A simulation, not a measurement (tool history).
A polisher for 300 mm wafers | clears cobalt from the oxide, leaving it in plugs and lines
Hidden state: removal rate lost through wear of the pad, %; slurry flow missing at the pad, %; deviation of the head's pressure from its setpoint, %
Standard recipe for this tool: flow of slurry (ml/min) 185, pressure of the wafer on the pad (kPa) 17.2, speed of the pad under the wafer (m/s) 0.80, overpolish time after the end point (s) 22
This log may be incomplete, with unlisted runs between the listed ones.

| run | hour | flow of slurry (ml/min) | pressure of the wafer on the pad (kPa) | speed of the pad under the wafer (m/s) | overpolish time after the end point (s) | wafers since the last listed run | wafers polished on this pad | hours since the slurry nozzle was cleaned | hours since the head pressure was calibrated | incoming thickness of the incoming film, nm | time until the end point was called (s) | dishing of a wide line in a test structure (nm) |
|---|---|---|---|---|---|---|---|---|---|---|---|---|
| 1 | 0.0 | 185 | 17.2 | 0.80 | 15 | 0 | 156 | 18.5 | 177.3 | 197.9 | 52.8 | 36.9 |
| 2 | 56.8 | 185 | 17.2 | 0.80 | 15 | 502 | 659 | 75.3 | 234.1 | 197.8 | 52.8 | 38.5 |
| 3 | 258.1 | 185 | 17.2 | 0.80 | 22 | 1781 | 2441 | 276.6 | 435.4 | 200.1 | 54.7 | 45.5 |
|  | 341.1 | head pressure recalibrated |
| 4 | 346.3 | 185 | 17.2 | 0.80 | 22 | 763 | 3204 | 364.8 | 5.2 | 201.1 | 55.8 | 46.2 |
|  | 390.9 | slurry nozzle cleaned |
| 5 | 392.6 | 185 | 17.2 | 0.80 | 22 | 401 | 3605 | 1.7 | 51.5 | 198.0 | 51.9 | 47.4 |
|  | 423.0 | worn pad replaced by a new one |
| 6 | 467.8 | 185 | 17.2 | 0.80 | 22 | 630 | 396 | 76.9 | 126.7 | 201.2 | 52.9 | 47.1 |
| 7 | 572.1 | 185 | 17.2 | 0.80 | 22 | 923 | 1319 | 181.2 | 231.0 | 196.3 | 51.6 | 45.5 |
| 8 | 650.1 | 185 | 17.2 | 0.80 | 22 | 690 | 2009 | 259.2 | 309.0 | 198.4 | 53.6 | 47.0 |
| 9 | 726.9 | 185 | 20.0 | 0.80 | 22 | 679 | 2689 | 336.0 | 385.8 | 199.2 | 45.8 | 49.1 |
| 10 | 782.2 | 185 | 20.0 | 0.80 | 22 | 489 | 3179 | 391.3 | 441.1 | 198.5 | 47.6 | 51.3 |
|  | 790.9 | head pressure recalibrated |
|  | 911.0 | slurry nozzle cleaned |
|  | 943.7 | worn pad replaced by a new one |
| 11 | 944.2 | 215 | 17.2 | 0.80 | 22 | 1372 | 4 | 33.2 | 153.3 | 203.2 | 52.3 | 48.3 |
| 12 | 993.8 | 215 | 17.2 | 0.80 | 22 | 439 | 443 | 82.8 | 202.9 | 202.0 | 51.5 | 47.3 |
| 13 | 1149.4 | 215 | 17.2 | 0.80 | 22 | 1377 | 1821 | 238.4 | 358.5 | 202.9 | 53.5 | 45.9 |
| 14 | 1269.2 | 185 | 18.6 | 0.90 | 22 | 1060 | 2881 | 358.2 | 478.3 | 197.9 | 45.3 | 48.9 |
|  | 1290.3 | head pressure recalibrated |
| 15 | 1321.0 | 185 | 17.2 | 0.80 | 22 | 440 | 3322 | 410.0 | 30.7 | 197.8 | 55.5 | 45.9 |
|  | 1378.3 | slurry nozzle cleaned |
|  | 1380.6 | worn pad replaced by a new one |
| 16 | 1407.3 | 220 | 17.2 | 0.62 | 22 | 734 | 236 | 29.0 | 117.0 | 201.7 | 62.0 | 43.5 |
| 17 | 1591.8 | 240 | 15.2 | 0.98 | 35 | 1633 | 1869 | 213.5 | 301.5 | 197.4 | 50.4 | 56.4 |
| 18 | 1638.7 | 140 | 17.2 | 0.80 | 15 | 415 | 2284 | 260.4 | 348.4 | 198.9 | 55.6 | 36.2 |
| 19 | 1692.6 | 185 | 21.4 | 0.58 | 31 | 477 | 2761 | 314.3 | 402.3 | 203.8 | 55.3 | 52.9 |
|  | 1717.3 | head pressure recalibrated |
| 20 | 1738.6 | 185 | 15.9 | 0.80 | 22 | 389 | 3151 | 360.3 | 21.3 | 200.1 | 59.4 | 44.7 |
|  | 1784.2 | slurry nozzle cleaned |
| 21 | 1832.8 | 185 | 17.2 | 0.80 | 22 | 825 | 3976 | 48.6 | 115.5 | 200.4 | 52.5 | 46.4 |
|  | 1848.7 | worn pad replaced by a new one |
| 22 | 1936.5 | 135 | 15.2 | 0.80 | 32 | 882 | 777 | 152.3 | 219.2 | 199.9 | 63.6 | 50.5 |
| 23 | 2026.0 | 250 | 18.6 | 0.98 | 18 | 792 | 1569 | 241.8 | 308.7 | 196.4 | 39.7 | 48.1 |
| 24 | 2062.3 | 185 | 17.2 | 0.80 | 22 | 321 | 1891 | 278.1 | 345.0 | 199.0 | 53.1 | 46.0 |
| 25 | 2104.9 | 185 | 17.2 | 0.80 | 22 | 377 | 2268 | 320.7 | 387.6 | 203.3 | 55.8 | 45.5 |
|  | 2116.1 | head pressure recalibrated |
| 26 | 2173.9 | 240 | 14.5 | 1.08 | 33 | 593 | 2861 | 389.7 | 57.8 | 199.1 | 50.3 | 55.1 |
|  | 2201.2 | slurry nozzle cleaned |
| 27 | 2236.2 | 185 | 23.4 | 0.58 | 10 | 542 | 3403 | 35.0 | 120.1 | 200.2 | 49.1 | 30.1 |
| 28 | 2309.6 | 220 | 20.7 | 0.80 | 32 | 649 | 4053 | 108.4 | 193.5 | 196.2 | 42.6 | 57.2 |

Below, some changes in time until the end point was called (s) between adjacent runs. For each, the amount present without the hidden state too (settings, incoming material, random variation) and the amount remaining for the hidden state with gauge scatter not shared by both compared results:
Run 4 -> 5: slurry nozzle cleaned. time until the end point was called (s) -3.9: hidden state -2.3, all else -1.6.
Run 15 -> 16: flow of slurry (ml/min) 185 -> 220, speed of the pad under the wafer (m/s) 0.80 -> 0.62, slurry nozzle cleaned, worn pad replaced by a new one. time until the end point was called (s) +6.5: hidden state -2.6, all else +9.1.
Run 22 -> 23: flow of slurry (ml/min) 135 -> 250, pressure of the wafer on the pad (kPa) 15.2 -> 18.6, speed of the pad under the wafer (m/s) 0.80 -> 0.98, overpolish time after the end point (s) 32 -> 18. time until the end point was called (s) -23.9: hidden state -0.4, all else -23.5.
Run 23 -> 24: flow of slurry (ml/min) 250 -> 185, pressure of the wafer on the pad (kPa) 18.6 -> 17.2, speed of the pad under the wafer (m/s) 0.98 -> 0.80, overpolish time after the end point (s) 18 -> 22. time until the end point was called (s) +13.4: hidden state +0.8, all else +12.6.

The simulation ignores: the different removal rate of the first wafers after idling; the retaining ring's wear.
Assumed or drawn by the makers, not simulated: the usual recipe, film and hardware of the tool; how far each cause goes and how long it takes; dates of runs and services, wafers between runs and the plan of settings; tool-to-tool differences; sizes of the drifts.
